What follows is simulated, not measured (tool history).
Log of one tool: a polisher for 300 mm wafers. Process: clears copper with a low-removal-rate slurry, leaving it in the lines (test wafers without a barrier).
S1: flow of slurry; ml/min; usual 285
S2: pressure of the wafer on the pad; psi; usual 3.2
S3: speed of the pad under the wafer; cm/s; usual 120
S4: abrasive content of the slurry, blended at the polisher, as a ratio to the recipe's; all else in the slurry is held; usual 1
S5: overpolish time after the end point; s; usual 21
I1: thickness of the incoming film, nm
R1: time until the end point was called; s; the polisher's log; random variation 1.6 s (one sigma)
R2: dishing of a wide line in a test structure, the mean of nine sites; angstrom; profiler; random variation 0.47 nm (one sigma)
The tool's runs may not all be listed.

Run 1, hour 0: usual settings; I1 517.2. Result: R1 155.2 s, R2 390 angstrom.
Run 2, hour 31.3: usual settings; I1 515.7. Result: R1 156.2 s, R2 390 angstrom.
At hour 84.1: slurry blender recalibrated.
Run 3, hour 96.1: usual settings; I1 504.7. Result: R1 155.1 s, R2 391 angstrom.
At hour 143.4: worn pad replaced by a new one.
Run 4, hour 221.2: usual settings; I1 498.7. Result: R1 155 s, R2 392 angstrom.
At hour 248.3: slurry blender recalibrated.
Run 5, hour 283.6: usual settings; I1 512.2. Result: R1 164.1 s, R2 387 angstrom.
At hour 294.7: worn pad replaced by a new one.
At hour 295.5: slurry nozzle cleaned.
At hour 327.9: head pressure recalibrated.
Run 6, hour 383.9: usual settings but S3 108 cm/s; I1 509.2. Result: R1 168 s, R2 375 angstrom.
Run 7, hour 422.1: usual settings but S3 108 cm/s; I1 506. Result: R1 167.1 s, R2 374 angstrom.
At hour 443.7: slurry blender recalibrated.
At hour 476.8: worn pad replaced by a new one.
Run 8, hour 486.6: usual settings but S1 195 ml/min, S2 4.2 psi, S3 134 cm/s, S5 33 s; I1 512. Result: R1 111.8 s, R2 667 angstrom.
Run 9, hour 537.1: usual settings; I1 500.6. Result: R1 153.2 s, R2 408 angstrom.
Run 10, hour 590.2: usual settings; I1 510.6. Result: R1 153.3 s, R2 408 angstrom.
At hour 606.2: slurry blender recalibrated.
Run 11, hour 655.4: usual settings; I1 516.8. Result: R1 157.5 s, R2 399 angstrom.
At hour 673.6: worn pad replaced by a new one.
Run 12, hour 716.1: usual settings but S1 380 ml/min, S4 1.2; I1 507.9. Result: R1 147 s, R2 413 angstrom.
Run 13, hour 750.1: usual settings but S1 335 ml/min; I1 514.1. Result: R1 151.8 s, R2 399 angstrom.
At hour 785.1: slurry blender recalibrated.
At hour 788.4: slurry nozzle cleaned.
Run 14, hour 797.2: usual settings but S1 350 ml/min, S3 90 cm/s; I1 505.6. Result: R1 204.3 s, R2 314 angstrom.
At hour 835.1: worn pad replaced by a new one.
Run 15, hour 853.3: usual settings but S5 10 s; I1 511.4. Result: R1 157 s, R2 214 angstrom.

Forecast each of these 3 alternatives for the next run:
Run A, hour 853.8: usual settings; I1 513.6. Result: R1 ?, R2 ?.
Run B, hour 853.8: usual settings but S1 210 ml/min; I1 513.6. Result: R1 ?, R2 ?.
Run C, hour 853.8: usual settings but S5 11 s; I1 513.6. Result: R1 ?, R2 ?.

run     R1   R2
  A  156.3  398
  B  160.3  390
  C  156.3  238
Without the tool's hidden state the same runs would have given:
run     R1   R2
  A    146  420
  B  149.8  413
  C    146  253
